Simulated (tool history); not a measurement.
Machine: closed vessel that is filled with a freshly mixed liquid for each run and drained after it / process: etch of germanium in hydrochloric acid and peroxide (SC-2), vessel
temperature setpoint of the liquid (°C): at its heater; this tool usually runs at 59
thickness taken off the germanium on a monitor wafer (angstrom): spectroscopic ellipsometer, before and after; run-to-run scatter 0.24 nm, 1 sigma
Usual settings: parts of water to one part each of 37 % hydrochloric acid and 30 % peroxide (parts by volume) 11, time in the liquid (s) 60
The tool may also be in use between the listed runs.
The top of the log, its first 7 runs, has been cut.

run,hour,temperature setpoint of the liquid (°C),parts of water to one part each of 37 % hydrochloric acid and 30 % peroxide (parts by volume),time in the liquid (s),"read-back film thickness of the germanium reference wafer, read on the same gauge (nm)",thickness taken off the germanium on a monitor wafer (angstrom)
8,81.1,59,11,60,90,1212.4
9,93,66.5,9,35,89.97,895.1
10,109.5,59,11,60,89.99,1213.8
11,124.5,65.5,8.5,30,90.02,751.9
12,132.1,59,11,60,89.98,1214.3
13,149.1,59,11,60,89.99,1212.6
14,159.6,59,14.5,85,89.96,1653.8
15,169.9,63,15.5,90,90.01,1936.4
16,183.2,55.5,11,60,89.99,1092.1
# hour 200: new drum of peroxide connected
17,200.5,62,13.5,60,90.04,1286.7
18,209.4,65.5,11,60,90.05,1464.4
19,223,59,7.5,30,90,631
20,238.8,64,9,60,90.01,1439.1
# hour 252.6: chemicals flow meter replaced
21,253.1,59,16,60,89.98,1147
22,266,59,11,60,90.02,1215
23,282.5,59,12.5,60,89.99,1196
# hour 284.2: thermometer replaced
# hour 291.5: gauge calibrated
24,298.1,59,11,60,89.98,1205.7
25,310.7,52,9.5,85,90.03,1407.1
26,360.8,62,15,60,90.03,1262
27,373.9,52.5,6.5,90,89.98,1549
28,389.9,52,9.5,85,89.97,1405.9
29,402.7,59,11,60,90.06,1210.3
30,420.1,66,11,60,90.03,1474.4

Here are 4 independent what-if runs from the current tool condition. What would each one return?
A,420.8,59,11,60,?,?
B,420.8,69,11,50,?,?
C,420.8,59,15,60,?,?
D,420.8,59,8,35,?,?

run,"read-back film thickness of the germanium reference wafer, read on the same gauge (nm)",thickness taken off the germanium on a monitor wafer (angstrom)
A,90.02,1210.1
B,90.02,1340.1
C,90.02,1157.2
D,90.02,728.5
The same runs, with their run-to-run variation unchanged, on a tool lacking any hidden condition would have given:
run,thickness taken off the germanium on a monitor wafer (angstrom)
A,1203
B,1332.7
C,1150.5
D,724.2

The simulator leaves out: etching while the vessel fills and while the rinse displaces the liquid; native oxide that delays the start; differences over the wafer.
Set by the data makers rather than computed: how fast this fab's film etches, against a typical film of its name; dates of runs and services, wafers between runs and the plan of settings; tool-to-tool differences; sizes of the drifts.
